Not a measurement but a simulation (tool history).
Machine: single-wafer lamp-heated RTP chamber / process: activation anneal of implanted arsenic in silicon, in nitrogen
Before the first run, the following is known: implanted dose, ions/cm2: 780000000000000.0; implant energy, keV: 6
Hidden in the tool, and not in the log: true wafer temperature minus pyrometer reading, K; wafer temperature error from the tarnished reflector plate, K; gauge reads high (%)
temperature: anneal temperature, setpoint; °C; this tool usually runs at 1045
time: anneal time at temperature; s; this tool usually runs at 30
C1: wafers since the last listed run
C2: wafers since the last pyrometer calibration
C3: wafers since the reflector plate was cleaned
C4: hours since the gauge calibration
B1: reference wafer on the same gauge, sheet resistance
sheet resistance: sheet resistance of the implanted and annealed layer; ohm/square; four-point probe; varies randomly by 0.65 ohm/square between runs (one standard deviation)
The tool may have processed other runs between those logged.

Run 1, hour 0.0: usual settings; C1 0; C2 5999; C3 5902; C4 1801.0; B1 128.05. Result: sheet resistance 138.85 ohm/square.
Run 2, hour 97.3: usual settings; C1 1331; C2 7330; C3 7234; C4 1898.3; B1 127.99. Result: sheet resistance 138.18 ohm/square.
Run 3, hour 135.1: usual settings; C1 517; C2 7848; C3 7751; C4 1936.1; B1 127.91. Result: sheet resistance 138.65 ohm/square.
At hour 245.4: pyrometer window cleaned and pyrometer calibrated.
Run 4, hour 379.8: usual settings; C1 3238; C2 1838; C3 10990; C4 2180.8; B1 128.07. Result: sheet resistance 139.48 ohm/square.
At hour 421.2: reflector plate cleaned.
Run 5, hour 452.2: usual settings; C1 881; C2 2720; C3 423; C4 2253.2; B1 127.99. Result: sheet resistance 137.56 ohm/square.
Run 6, hour 557.3: usual settings; C1 1438; C2 4158; C3 1861; C4 2358.3; B1 128.05. Result: sheet resistance 138.56 ohm/square.
Run 7, hour 647.8: usual settings; C1 1238; C2 5396; C3 3100; C4 2448.8; B1 127.89. Result: sheet resistance 139.00 ohm/square.
Run 8, hour 801.6: usual settings; C1 2104; C2 7501; C3 5204; C4 2602.6; B1 128.09. Result: sheet resistance 138.45 ohm/square.
Run 9, hour 906.6: usual settings but time 36 s; C1 1436; C2 8938; C3 6641; C4 2707.6; B1 128.02. Result: sheet resistance 137.08 ohm/square.
At hour 952.4: pyrometer window cleaned and pyrometer calibrated.
Run 10, hour 952.9: usual settings; C1 524; C2 7; C3 7165; C4 2753.9; B1 128.05. Result: sheet resistance 137.40 ohm/square.
At hour 1160.0: gauge calibrated.
At hour 1199.7: reflector plate cleaned.
Run 11, hour 1213.7: usual settings but temperature 1066 °C, time 17 s; C1 3459; C2 3466; C3 191; C4 53.7; B1 128.09. Result: sheet resistance 137.74 ohm/square.
Run 12, hour 1251.5: usual settings but temperature 1066 °C, time 17 s; C1 517; C2 3983; C3 709; C4 91.5; B1 128.04. Result: sheet resistance 137.70 ohm/square.
Run 13, hour 1318.5: usual settings but temperature 1066 °C, time 17 s; C1 916; C2 4900; C3 1625; C4 158.5; B1 127.88. Result: sheet resistance 137.13 ohm/square.
Run 14, hour 1414.9: usual settings; C1 1319; C2 6219; C3 2944; C4 254.9; B1 127.86. Result: sheet resistance 135.67 ohm/square.
Run 15, hour 1487.7: usual settings; C1 996; C2 7215; C3 3941; C4 327.7; B1 127.88. Result: sheet resistance 136.73 ohm/square.
At hour 1551.8: pyrometer window cleaned and pyrometer calibrated, repeated, since the last time left the tool worse.
Run 16, hour 1595.7: usual settings; C1 1368; C2 600; C3 5309; C4 435.7; B1 128.15. Result: sheet resistance 139.74 ohm/square.
Run 17, hour 1676.5: usual settings but temperature 1018 °C, time 13 s; C1 1105; C2 1706; C3 6415; C4 516.5; B1 127.90. Result: sheet resistance 171.89 ohm/square.
Run 18, hour 1712.9: usual settings but temperature 1028 °C; C1 498; C2 2204; C3 6913; C4 552.9; B1 127.97. Result: sheet resistance 145.01 ohm/square.
Run 19, hour 1777.0: usual settings but temperature 1068 °C, time 39 s; C1 877; C2 3081; C3 7790; C4 617.0; B1 127.93. Result: sheet resistance 129.08 ohm/square.
Run 20, hour 1856.8: usual settings but temperature 1055 °C; C1 1091; C2 4173; C3 8882; C4 696.8; B1 127.99. Result: sheet resistance 135.68 ohm/square.
Run 21, hour 1930.8: usual settings but temperature 1062 °C; C1 1012; C2 5185; C3 9895; C4 770.8; B1 128.12. Result: sheet resistance 132.86 ohm/square.
At hour 1958.1: reflector plate cleaned.
Run 22, hour 2035.5: usual settings but temperature 1053 °C; C1 1323; C2 6509; C3 1058; C4 875.5; B1 128.05. Result: sheet resistance 137.00 ohm/square.
Run 23, hour 2075.8: usual settings but time 18 s; C1 551; C2 7060; C3 1610; C4 915.8; B1 127.87. Result: sheet resistance 146.21 ohm/square.
Run 24, hour 2115.1: usual settings but temperature 1068 °C, time 20 s; C1 537; C2 7598; C3 2148; C4 955.1; B1 127.95. Result: sheet resistance 136.69 ohm/square.
At hour 2216.9: pyrometer window cleaned and pyrometer calibrated.
Run 25, hour 2336.7: usual settings but temperature 1071 °C, time 16 s; C1 2922; C2 1638; C3 5071; C4 1176.7; B1 128.14. Result: sheet resistance 140.39 ohm/square.
Run 26, hour 2438.0: usual settings but temperature 1017 °C, time 24 s; C1 1386; C2 3024; C3 6457; C4 1278.0; B1 127.97. Result: sheet resistance 154.87 ohm/square.
Run 27, hour 2720.0: usual settings; C1 3858; C2 6883; C3 10316; C4 1560.0; B1 128.12. Result: sheet resistance 138.82 ohm/square.
At hour 2748.1: reflector plate cleaned.
Run 28, hour 2826.4: usual settings; C1 1346; C2 8230; C3 1072; C4 1666.4; B1 127.98. Result: sheet resistance 138.32 ohm/square.
At hour 2836.4: pyrometer window cleaned and pyrometer calibrated.
Run 29, hour 2911.9: usual settings but temperature 1063 °C, time 42 s; C1 1060; C2 1033; C3 2132; C4 1751.9; B1 127.99. Result: sheet resistance 130.17 ohm/square.
Run 30, hour 2952.9: usual settings; C1 561; C2 1594; C3 2693; C4 1792.9; B1 127.99. Result: sheet resistance 139.60 ohm/square.
Run 31, hour 3023.0: usual settings but temperature 1023 °C, time 18 s; C1 959; C2 2553; C3 3652; C4 1863.0; B1 127.86. Result: sheet resistance 158.96 ohm/square.
Run 32, hour 3114.2: usual settings; C1 1247; C2 3801; C3 4900; C4 1954.2; B1 128.18. Result: sheet resistance 137.65 ohm/square.

Pick out some run-to-run changes in sheet resistance. Of each, how much would a tool without hidden state show as well, from the settings, what came in and chance, and how much is left for the hidden state and any gauge scatter not in both results compared?
Run 15 -> 16: pyrometer window cleaned and pyrometer calibrated, repeated, since the last time left the tool worse. sheet resistance +3.01 ohm/square: hidden state +4.42, all else -1.41.
Run 16 -> 17: temperature 1045 -> 1018, time 30 -> 13. sheet resistance +32.15 ohm/square: hidden state -1.69, all else +33.84.
Run 17 -> 18: temperature 1018 -> 1028, time 13 -> 30. sheet resistance -26.88 ohm/square: hidden state +0.61, all else -27.49.
Run 25 -> 26: temperature 1071 -> 1017, time 16 -> 24. sheet resistance +14.48 ohm/square: hidden state -1.69, all else +16.17.
Run 31 -> 32: temperature 1023 -> 1045, time 18 -> 30. sheet resistance -21.31 ohm/square: hidden state +0.81, all else -22.12.
